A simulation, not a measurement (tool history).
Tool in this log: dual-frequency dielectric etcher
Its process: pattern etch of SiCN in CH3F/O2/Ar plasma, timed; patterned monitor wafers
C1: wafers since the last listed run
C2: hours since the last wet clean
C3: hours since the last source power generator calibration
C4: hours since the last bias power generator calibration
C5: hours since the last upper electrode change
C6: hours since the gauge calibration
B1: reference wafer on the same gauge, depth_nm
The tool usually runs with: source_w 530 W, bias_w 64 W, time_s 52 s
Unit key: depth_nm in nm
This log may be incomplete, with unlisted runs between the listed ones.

{"run": 1, "hour": 0.0, "source_w": 530, "bias_w": 64, "time_s": 52, "C1": 0, "C2": 354.6, "C3": 3869, "C4": 3797.8, "C5": 2352.8, "C6": 748.2, "B1": 17.92, "depth_nm": 22.79}
{"run": 2, "hour": 66.3, "source_w": 530, "bias_w": 64, "time_s": 52, "C1": 660, "C2": 420.9, "C3": 3935.3, "C4": 3864.1, "C5": 2419.1, "C6": 814.5, "B1": 17.9, "depth_nm": 23.13}
{"hour": 116.4, "done": "wet clean of the chamber"}
{"run": 3, "hour": 165.3, "source_w": 530, "bias_w": 64, "time_s": 52, "C1": 747, "C2": 48.9, "C3": 4034.3, "C4": 3963.1, "C5": 2518.1, "C6": 913.5, "B1": 17.88, "depth_nm": 22.14}
{"run": 4, "hour": 267.4, "source_w": 530, "bias_w": 64, "time_s": 52, "C1": 1017, "C2": 151, "C3": 4136.4, "C4": 4065.2, "C5": 2620.2, "C6": 1015.6, "B1": 17.9, "depth_nm": 22.41}
{"run": 5, "hour": 318.0, "source_w": 530, "bias_w": 64, "time_s": 52, "C1": 504, "C2": 201.6, "C3": 4187, "C4": 4115.8, "C5": 2670.8, "C6": 1066.2, "B1": 17.89, "depth_nm": 22.48}
{"run": 6, "hour": 370.1, "source_w": 610, "bias_w": 55, "time_s": 52, "C1": 519, "C2": 253.7, "C3": 4239.1, "C4": 4167.9, "C5": 2722.9, "C6": 1118.3, "B1": 17.9, "depth_nm": 23.23}
{"run": 7, "hour": 437.1, "source_w": 610, "bias_w": 55, "time_s": 52, "C1": 667, "C2": 320.7, "C3": 4306.1, "C4": 4234.9, "C5": 2789.9, "C6": 1185.3, "B1": 17.91, "depth_nm": 23.3}
{"run": 8, "hour": 542.2, "source_w": 570, "bias_w": 64, "time_s": 52, "C1": 1047, "C2": 425.8, "C3": 4411.2, "C4": 4340, "C5": 2895, "C6": 1290.4, "B1": 17.91, "depth_nm": 23.51}
{"hour": 611.5, "done": "upper electrode replaced"}
{"hour": 628.0, "done": "wet clean of the chamber"}
{"run": 9, "hour": 631.1, "source_w": 570, "bias_w": 64, "time_s": 52, "C1": 482, "C2": 3.1, "C3": 4500.1, "C4": 4428.9, "C5": 19.6, "C6": 1379.3, "B1": 17.89, "depth_nm": 22.83}
{"hour": 662.8, "done": "gauge calibrated"}
{"run": 10, "hour": 669.2, "source_w": 430, "bias_w": 64, "time_s": 52, "C1": 379, "C2": 41.2, "C3": 4538.2, "C4": 4467, "C5": 57.7, "C6": 6.4, "B1": 17.9, "depth_nm": 20.44}
{"run": 11, "hour": 719.3, "source_w": 530, "bias_w": 64, "time_s": 44, "C1": 499, "C2": 91.3, "C3": 4588.3, "C4": 4517.1, "C5": 107.8, "C6": 56.5, "B1": 17.9, "depth_nm": 19.07}
{"run": 12, "hour": 763.3, "source_w": 530, "bias_w": 79, "time_s": 66, "C1": 438, "C2": 135.3, "C3": 4632.3, "C4": 4561.1, "C5": 151.8, "C6": 100.5, "B1": 17.92, "depth_nm": 29.96}
{"run": 13, "hour": 803.2, "source_w": 650, "bias_w": 64, "time_s": 52, "C1": 397, "C2": 175.2, "C3": 4672.2, "C4": 4601, "C5": 191.7, "C6": 140.4, "B1": 17.87, "depth_nm": 24.19}
{"run": 14, "hour": 885.3, "source_w": 500, "bias_w": 68, "time_s": 45, "C1": 818, "C2": 257.3, "C3": 4754.3, "C4": 4683.1, "C5": 273.8, "C6": 222.5, "B1": 17.92, "depth_nm": 19.62}
{"hour": 893.3, "done": "source power generator calibrated"}
{"run": 15, "hour": 927.9, "source_w": 530, "bias_w": 64, "time_s": 52, "C1": 384, "C2": 299.9, "C3": 34.6, "C4": 4725.7, "C5": 316.4, "C6": 265.1, "B1": 17.9, "depth_nm": 22.57}
{"run": 16, "hour": 996.2, "source_w": 640, "bias_w": 64, "time_s": 52, "C1": 680, "C2": 368.2, "C3": 102.9, "C4": 4794, "C5": 384.7, "C6": 333.4, "B1": 17.89, "depth_nm": 24.51}
{"hour": 1003.8, "done": "bias power generator calibrated"}
{"hour": 1023.1, "done": "wet clean of the chamber"}
{"run": 17, "hour": 1073.9, "source_w": 530, "bias_w": 64, "time_s": 52, "C1": 542, "C2": 50.8, "C3": 180.6, "C4": 70.1, "C5": 462.4, "C6": 411.1, "B1": 17.88, "depth_nm": 22.23}
{"run": 18, "hour": 1171.1, "source_w": 600, "bias_w": 54, "time_s": 45, "C1": 968, "C2": 148, "C3": 277.8, "C4": 167.3, "C5": 559.6, "C6": 508.3, "B1": 17.93, "depth_nm": 19.36}
{"run": 19, "hour": 1268.5, "source_w": 440, "bias_w": 57, "time_s": 64.5, "C1": 970, "C2": 245.4, "C3": 375.2, "C4": 264.7, "C5": 657, "C6": 605.7, "B1": 17.9, "depth_nm": 25.15}
{"run": 20, "hour": 1370.9, "source_w": 470, "bias_w": 75, "time_s": 52, "C1": 1020, "C2": 347.8, "C3": 477.6, "C4": 367.1, "C5": 759.4, "C6": 708.1, "B1": 17.9, "depth_nm": 22.51}

Predict each of these 4 candidate next runs independently; none follows another, all start after run 20:
{"run": "A", "hour": 1371.3, "source_w": 530, "bias_w": 64, "time_s": 52, "C1": 3, "C2": 348.2, "C3": 478, "C4": 367.5, "C5": 759.8, "C6": 708.5, "B1": "?", "depth_nm": "?"}
{"run": "B", "hour": 1371.3, "source_w": 530, "bias_w": 64, "time_s": 63.5, "C1": 3, "C2": 348.2, "C3": 478, "C4": 367.5, "C5": 759.8, "C6": 708.5, "B1": "?", "depth_nm": "?"}
{"run": "C", "hour": 1371.3, "source_w": 480, "bias_w": 64, "time_s": 40, "C1": 3, "C2": 348.2, "C3": 478, "C4": 367.5, "C5": 759.8, "C6": 708.5, "B1": "?", "depth_nm": "?"}
{"run": "D", "hour": 1371.3, "source_w": 650, "bias_w": 71, "time_s": 37, "C1": 3, "C2": 348.2, "C3": 478, "C4": 367.5, "C5": 759.8, "C6": 708.5, "B1": "?", "depth_nm": "?"}

run=A B1=17.87 depth_nm=22.59
run=B B1=17.87 depth_nm=27.59
run=C B1=17.87 depth_nm=16.69
run=D B1=17.87 depth_nm=17.89
Stripped of hidden state, with their random variation kept, the same runs would have yielded:
run=A depth_nm=22.13
run=B depth_nm=27.02
run=C depth_nm=16.35
run=D depth_nm=17.52
